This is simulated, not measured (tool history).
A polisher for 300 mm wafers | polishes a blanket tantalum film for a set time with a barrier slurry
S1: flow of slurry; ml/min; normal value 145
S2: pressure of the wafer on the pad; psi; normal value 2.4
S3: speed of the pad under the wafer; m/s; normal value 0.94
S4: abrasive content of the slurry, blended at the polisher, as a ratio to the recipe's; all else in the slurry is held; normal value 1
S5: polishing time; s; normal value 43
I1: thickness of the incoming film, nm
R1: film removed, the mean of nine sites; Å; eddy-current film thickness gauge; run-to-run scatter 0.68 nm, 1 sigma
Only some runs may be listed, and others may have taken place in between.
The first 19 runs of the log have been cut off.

run,hour,S1,S2,S3,S4,S5,I1,R1
# hour 984.6: worn pad replaced by a new one
20,988.4,105,2.4,0.84,1,43,307.6,552
21,1049.5,145,2.4,0.94,0.75,43,308,583
22,1086.2,145,1.7,0.94,1,43,305.2,441
# hour 1128.4: slurry blender recalibrated
23,1157.7,145,2.4,0.94,1,43,313.1,595
24,1182.3,115,2.4,0.94,1,33,310.1,409
# hour 1183.5: slurry nozzle cleaned
25,1229.9,145,2.2,1.2,1,43,308.6,750
26,1316.9,145,2.4,1.2,1,38,315.9,681
27,1362.9,170,2.4,1.2,1,43,311.6,798
# hour 1414.4: worn pad replaced by a new one
# hour 1503.4: slurry blender recalibrated
# hour 1562.7: slurry nozzle cleaned
28,1578.4,145,2.4,0.94,1,53,304.2,831
29,1647.7,170,1.8,1.22,1,43,310,616
30,1718.7,170,3.1,0.78,1,51,312.3,857
# hour 1779.9: worn pad replaced by a new one
31,1790.7,145,3,1.04,1,50,312.9,1044

Branching from run 31: 3 alternative next runs. What would each branch give?
A,1791.1,145,2.4,0.94,1,51,309.7,?
B,1791.1,160,2.4,0.76,0.7,47,309.7,?
C,1791.1,145,2.2,0.94,1,29,309.7,?

run,R1
A,779
B,539
C,406
Without the tool's unlogged condition, the same runs would have read:
run,R1
A,854
B,587
C,445

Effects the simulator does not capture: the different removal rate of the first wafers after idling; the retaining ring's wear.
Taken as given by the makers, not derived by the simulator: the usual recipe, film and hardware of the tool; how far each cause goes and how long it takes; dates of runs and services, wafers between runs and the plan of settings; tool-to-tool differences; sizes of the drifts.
